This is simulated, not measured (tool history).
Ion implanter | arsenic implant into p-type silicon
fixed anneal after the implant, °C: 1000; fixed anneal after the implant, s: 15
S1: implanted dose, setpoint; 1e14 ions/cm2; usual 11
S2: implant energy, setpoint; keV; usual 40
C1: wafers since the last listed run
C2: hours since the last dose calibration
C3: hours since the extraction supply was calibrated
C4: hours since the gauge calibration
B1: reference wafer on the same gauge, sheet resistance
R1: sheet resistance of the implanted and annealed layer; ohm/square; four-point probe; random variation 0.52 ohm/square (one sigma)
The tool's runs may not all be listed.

run	hour	S1	S2	C1	C2	C3	C4	B1	R1
1	0	9.69	30	0	1404.2	3084.8	1425.4	101.07	121.6
2	69.8	11	40	1659	1474	3154.6	1495.2	100.95	104.96
3	130.5	11	40	1442	1534.7	3215.3	1555.9	100.86	104.28
4	207.3	11	40	1825	1611.5	3292.1	1632.7	100.95	105.01
# hour 239.8: Faraday cup replaced and dose calibrated
5	249	11	40	801	9.2	3333.8	1674.4	101.06	105.16
6	316.2	11	40	1597	76.4	3401	1741.6	101.05	103.84
7	400.8	11	30	2011	161	3485.6	1826.2	100.93	114.18
8	475.4	11	30	1773	235.6	3560.2	1900.8	101.03	113.69
9	544.8	11	40	1649	305	3629.6	1970.2	100.96	104.89
10	584	11	40	931	344.2	3668.8	2009.4	100.96	104.59
11	621.5	11	40	891	381.7	3706.3	2046.9	101.04	104.05
12	712.6	11	40	2165	472.8	3797.4	2138	100.99	103.44
13	755.6	11	36.5	1022	515.8	3840.4	2181	100.98	106.89
14	830	11	36.5	1768	590.2	3914.8	2255.4	101.04	107.05
15	897.9	11	40	1614	658.1	3982.7	2323.3	100.94	104.83
16	987.5	11	40	2129	747.7	4072.3	2412.9	100.99	105.64
17	1066.6	11	53	1880	826.8	4151.4	2492	101.07	98.96
18	1145.2	8.46	29	1868	905.4	4230	2570.6	101.15	134.27
# hour 1162.1: gauge calibrated
19	1205	11	40	1421	965.2	4289.8	42.9	100.91	104.7
20	1286.2	8.07	36	1930	1046.4	4371	124.1	101.02	131.09
21	1368.7	12.23	46.5	1961	1128.9	4453.5	206.6	101.14	95
22	1432.2	14.08	45.5	1509	1192.4	4517	270.1	101.02	89.12
23	1537.4	11	40	2500	1297.6	4622.2	375.3	101.05	104.86
24	1603.4	14.19	48.5	1568	1363.6	4688.2	441.3	101	86.88
25	1693.4	11	40	2139	1453.6	4778.2	531.3	100.92	105.42
# hour 1733.3: extraction supply calibrated
# hour 1948.1: Faraday cup replaced and dose calibrated
26	1971.7	12.91	36.5	6235	23.6	238.4	809.6	100.93	99.79
27	2204	8.46	29	5521	255.9	470.7	1041.9	100.99	133.58
28	2244.7	11	40	967	296.6	511.4	1082.6	101	104.76
29	2297.4	8.67	36	1252	349.3	564.1	1135.3	100.97	125.89
30	2336	11	40	917	387.9	602.7	1173.9	101	105.33
31	2437.9	11	35.5	2422	489.8	704.6	1275.8	101.03	108.49
32	2513.7	13.02	35	1801	565.6	780.4	1351.6	101.06	99.53
33	2612.5	12.42	35.5	2348	664.4	879.2	1450.4	101.1	101.41

The tool's hidden state at each run:
deviation of the true dose from the Faraday cup's reading, %: 0 in every run
deviation of the true energy from its setpoint, %: 0 in every run
gauge reads high (%): 0 in every run
